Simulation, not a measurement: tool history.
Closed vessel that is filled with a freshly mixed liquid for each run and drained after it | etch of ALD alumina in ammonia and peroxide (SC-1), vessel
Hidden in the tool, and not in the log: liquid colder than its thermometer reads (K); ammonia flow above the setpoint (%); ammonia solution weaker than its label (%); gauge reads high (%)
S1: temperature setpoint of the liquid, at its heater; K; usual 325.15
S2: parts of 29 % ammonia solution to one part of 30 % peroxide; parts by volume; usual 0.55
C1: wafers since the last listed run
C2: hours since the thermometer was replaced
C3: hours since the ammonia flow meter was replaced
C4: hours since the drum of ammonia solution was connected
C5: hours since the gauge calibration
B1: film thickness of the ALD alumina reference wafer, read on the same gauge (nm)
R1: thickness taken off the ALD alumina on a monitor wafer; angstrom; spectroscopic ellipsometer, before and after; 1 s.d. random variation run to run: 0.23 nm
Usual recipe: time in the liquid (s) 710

{"run": 1, "hour": 0.0, "S1": 325.15, "S2": 0.55, "time in the liquid (s)": 710, "C1": 0, "C2": 1809.3, "C3": 2222.9, "C4": 115.1, "C5": 638.5, "B1": 39.99, "R1": 289.7}
{"run": 2, "hour": 74.2, "S1": 325.15, "S2": 0.55, "time in the liquid (s)": 710, "C1": 3606, "C2": 1883.5, "C3": 2297.1, "C4": 189.3, "C5": 712.7, "B1": 40.03, "R1": 288.6}
{"run": 3, "hour": 166.4, "S1": 325.15, "S2": 0.55, "time in the liquid (s)": 710, "C1": 4481, "C2": 1975.7, "C3": 2389.3, "C4": 281.5, "C5": 804.9, "B1": 40, "R1": 287.1}
{"run": 4, "hour": 211.1, "S1": 325.15, "S2": 0.55, "time in the liquid (s)": 710, "C1": 2172, "C2": 2020.4, "C3": 2434, "C4": 326.2, "C5": 849.6, "B1": 39.99, "R1": 282.4}
{"hour": 228.5, "done": "new drum of ammonia solution connected"}
{"run": 5, "hour": 258.3, "S1": 325.15, "S2": 0.55, "time in the liquid (s)": 710, "C1": 2245, "C2": 2067.6, "C3": 2481.2, "C4": 29.8, "C5": 896.8, "B1": 40.02, "R1": 291.5}
{"run": 6, "hour": 299.5, "S1": 325.15, "S2": 0.55, "time in the liquid (s)": 710, "C1": 2002, "C2": 2108.8, "C3": 2522.4, "C4": 71, "C5": 938, "B1": 39.98, "R1": 287.5}
{"run": 7, "hour": 377.6, "S1": 325.15, "S2": 0.55, "time in the liquid (s)": 710, "C1": 3795, "C2": 2186.9, "C3": 2600.5, "C4": 149.1, "C5": 1016.1, "B1": 39.98, "R1": 286.3}
{"run": 8, "hour": 426.5, "S1": 325.15, "S2": 0.55, "time in the liquid (s)": 710, "C1": 2376, "C2": 2235.8, "C3": 2649.4, "C4": 198, "C5": 1065, "B1": 40.02, "R1": 289.6}
{"run": 9, "hour": 491.4, "S1": 329.65, "S2": 0.55, "time in the liquid (s)": 710, "C1": 3154, "C2": 2300.7, "C3": 2714.3, "C4": 262.9, "C5": 1129.9, "B1": 40, "R1": 360.4}
{"hour": 551.7, "done": "ammonia flow meter replaced"}
{"run": 10, "hour": 557.4, "S1": 329.65, "S2": 0.55, "time in the liquid (s)": 710, "C1": 3159, "C2": 2366.7, "C3": 5.7, "C4": 328.9, "C5": 1195.9, "B1": 40.02, "R1": 365.8}
{"hour": 596.6, "done": "new drum of ammonia solution connected"}
{"hour": 605.0, "done": "thermometer replaced"}
{"run": 11, "hour": 633.5, "S1": 329.65, "S2": 0.55, "time in the liquid (s)": 710, "C1": 3601, "C2": 28.5, "C3": 81.8, "C4": 36.9, "C5": 1272, "B1": 39.97, "R1": 387.5}
{"run": 12, "hour": 673.4, "S1": 325.15, "S2": 0.55, "time in the liquid (s)": 710, "C1": 1939, "C2": 68.4, "C3": 121.7, "C4": 76.8, "C5": 1311.9, "B1": 40.02, "R1": 307.5}
{"run": 13, "hour": 748.1, "S1": 325.15, "S2": 0.55, "time in the liquid (s)": 710, "C1": 3630, "C2": 143.1, "C3": 196.4, "C4": 151.5, "C5": 1386.6, "B1": 39.97, "R1": 309.2}
{"run": 14, "hour": 794.8, "S1": 334.15, "S2": 0.4, "time in the liquid (s)": 970, "C1": 2269, "C2": 189.8, "C3": 243.1, "C4": 198.2, "C5": 1433.3, "B1": 40, "R1": 650.2}
{"run": 15, "hour": 868.8, "S1": 319.65, "S2": 0.35, "time in the liquid (s)": 515, "C1": 3596, "C2": 263.8, "C3": 317.1, "C4": 272.2, "C5": 1507.3, "B1": 40.02, "R1": 156.3}
{"run": 16, "hour": 907.0, "S1": 316.15, "S2": 0.3, "time in the liquid (s)": 1110, "C1": 1856, "C2": 302, "C3": 355.3, "C4": 310.4, "C5": 1545.5, "B1": 39.99, "R1": 276.1}
{"hour": 953.7, "done": "new drum of ammonia solution connected"}
{"run": 17, "hour": 977.7, "S1": 331.15, "S2": 0.55, "time in the liquid (s)": 885, "C1": 3387, "C2": 372.7, "C3": 426, "C4": 24, "C5": 1616.2, "B1": 39.95, "R1": 524.1}
{"hour": 1013.3, "done": "gauge calibrated"}
{"run": 18, "hour": 1085.0, "S1": 332.15, "S2": 0.65, "time in the liquid (s)": 710, "C1": 5215, "C2": 480, "C3": 533.3, "C4": 131.3, "C5": 71.7, "B1": 40.03, "R1": 444.7}
{"run": 19, "hour": 1181.5, "S1": 329.15, "S2": 0.55, "time in the liquid (s)": 1130, "C1": 4690, "C2": 576.5, "C3": 629.8, "C4": 227.8, "C5": 168.2, "B1": 40.02, "R1": 596.5}
{"hour": 1267.9, "done": "new drum of ammonia solution connected"}
{"run": 20, "hour": 1279.7, "S1": 322.15, "S2": 0.35, "time in the liquid (s)": 865, "C1": 4724, "C2": 674.7, "C3": 728, "C4": 11.8, "C5": 266.4, "B1": 39.97, "R1": 298.4}
{"run": 21, "hour": 1331.9, "S1": 325.15, "S2": 0.55, "time in the liquid (s)": 710, "C1": 2537, "C2": 726.9, "C3": 780.2, "C4": 64, "C5": 318.6, "B1": 40.06, "R1": 303.3}
{"run": 22, "hour": 1414.1, "S1": 321.65, "S2": 0.55, "time in the liquid (s)": 710, "C1": 3995, "C2": 809.1, "C3": 862.4, "C4": 146.2, "C5": 400.8, "B1": 40.02, "R1": 244.5}
{"run": 23, "hour": 1508.1, "S1": 328.15, "S2": 0.55, "time in the liquid (s)": 710, "C1": 4568, "C2": 903.1, "C3": 956.4, "C4": 240.2, "C5": 494.8, "B1": 39.99, "R1": 353.1}
{"run": 24, "hour": 1564.9, "S1": 329.65, "S2": 0.55, "time in the liquid (s)": 710, "C1": 2760, "C2": 959.9, "C3": 1013.2, "C4": 297, "C5": 551.6, "B1": 40.01, "R1": 379.8}
{"hour": 1609.2, "done": "new drum of ammonia solution connected"}
{"run": 25, "hour": 1671.8, "S1": 325.15, "S2": 0.55, "time in the liquid (s)": 330, "C1": 5147, "C2": 1066.8, "C3": 1120.1, "C4": 62.6, "C5": 658.5, "B1": 39.99, "R1": 136.4}
{"run": 26, "hour": 1764.5, "S1": 329.15, "S2": 0.55, "time in the liquid (s)": 1130, "C1": 4505, "C2": 1159.5, "C3": 1212.8, "C4": 155.3, "C5": 751.2, "B1": 40, "R1": 585.7}

Here are 4 independent what-if runs from the current tool condition. What would each one return?
{"run": "A", "hour": 1765.3, "S1": 334.15, "S2": 0.55, "time in the liquid (s)": 710, "C1": 38, "C2": 1160.3, "C3": 1213.6, "C4": 156.1, "C5": 752, "B1": "?", "R1": "?"}
{"run": "B", "hour": 1765.3, "S1": 320.65, "S2": 0.75, "time in the liquid (s)": 1005, "C1": 38, "C2": 1160.3, "C3": 1213.6, "C4": 156.1, "C5": 752, "B1": "?", "R1": "?"}
{"run": "C", "hour": 1765.3, "S1": 318.15, "S2": 0.65, "time in the liquid (s)": 540, "C1": 38, "C2": 1160.3, "C3": 1213.6, "C4": 156.1, "C5": 752, "B1": "?", "R1": "?"}
{"run": "D", "hour": 1765.3, "S1": 331.15, "S2": 0.3, "time in the liquid (s)": 1000, "C1": 38, "C2": 1160.3, "C3": 1213.6, "C4": 156.1, "C5": 752, "B1": "?", "R1": "?"}

run=A B1=40.02 R1=478.9
run=B B1=40.02 R1=337.9
run=C B1=40.02 R1=155.4
run=D B1=40.02 R1=545.2
Without the tool's unlogged condition, the same runs would have read:
run=A R1=501
run=B R1=355
run=C R1=163.4
run=D R1=570.8
